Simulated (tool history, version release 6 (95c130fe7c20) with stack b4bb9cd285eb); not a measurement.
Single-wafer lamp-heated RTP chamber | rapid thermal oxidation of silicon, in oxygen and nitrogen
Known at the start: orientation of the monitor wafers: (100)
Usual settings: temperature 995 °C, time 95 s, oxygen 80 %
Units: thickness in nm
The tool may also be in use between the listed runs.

run	hour	temperature	time	oxygen	wafers since the last listed run	wafers since the last pyrometer calibration	hours since the oxygen flow controller was replaced	hours since the gauge calibration	read-back reference wafer on the same gauge, thickness	thickness
1	0.0	995	95	80	0	1373	4963.5	79.5	4.992	5.802
2	30.4	995	95	80	426	1800	4993.9	109.9	4.993	5.773
3	56.4	1015	95	80	365	2165	5019.9	135.9	4.994	6.704
4	72.3	1015	95	80	223	2388	5035.8	151.8	4.985	6.712
5	90.6	995	95	94	257	2645	5054.1	170.1	4.989	6.129
6	109.9	995	95	94	271	2916	5073.4	189.4	4.989	6.127
7	136.8	995	95	94	377	3294	5100.3	216.3	4.989	6.137
8	166.9	995	95	80	422	3717	5130.4	246.4	4.988	5.808
9	187.8	995	95	80	293	4010	5151.3	267.3	4.990	5.810
10	213.8	995	95	80	365	4376	5177.3	293.3	4.988	5.796
11	241.4	995	95	80	387	4763	5204.9	320.9	4.987	5.792
# hour 327.3: pyrometer window cleaned and pyrometer calibrated
12	327.8	995	95	80	1101	6	5291.3	407.3	4.988	5.787
13	343.1	995	95	80	214	221	5306.6	422.6	4.991	5.793
14	367.8	978	128	60	346	568	5331.3	447.3	4.988	5.277
15	393.0	985	108	96	353	922	5356.5	472.5	4.984	6.069
# hour 395.5: gauge calibrated
16	407.1	1016	70	55	198	1120	5370.6	11.6	4.989	5.167
17	441.2	995	95	98	478	1599	5404.7	45.7	4.990	6.248
# hour 453.6: oxygen flow controller replaced
18	476.2	995	95	94	379	1978	22.6	80.7	4.987	6.147
19	504.0	1020	124	80	390	2369	50.4	108.5	4.989	7.894
20	528.8	1020	124	80	348	2717	75.2	133.3	4.988	7.829
21	550.6	972	141	57	306	3023	97.0	155.1	4.994	5.177
22	573.2	976	95	80	317	3341	119.6	177.7	4.992	5.017
23	601.6	995	95	80	398	3740	148.0	206.1	4.989	5.769
24	624.1	995	131	80	316	4056	170.5	228.6	4.987	6.694
25	659.7	995	95	80	500	4556	206.1	264.2	4.987	5.811
26	679.9	976	112	80	283	4839	226.3	284.4	4.989	5.415
27	696.8	995	95	80	237	5077	243.2	301.3	4.988	5.810

4 ways to go on from here, each from the tool as it stands after run 27. What would each give?
A	697.2	995	95	80	5	5082	243.6	301.7	?	?
B	697.2	1010	95	80	5	5082	243.6	301.7	?	?
C	697.2	995	141	66	5	5082	243.6	301.7	?	?
D	697.2	1004	110	98	5	5082	243.6	301.7	?	?

run	read-back reference wafer on the same gauge, thickness	thickness
A	4.997	5.788
B	4.997	6.463
C	4.997	6.465
D	4.997	7.106
Without the tool's hidden state the same runs would have given:
run	thickness
A	5.788
B	6.463
C	6.465
D	7.106
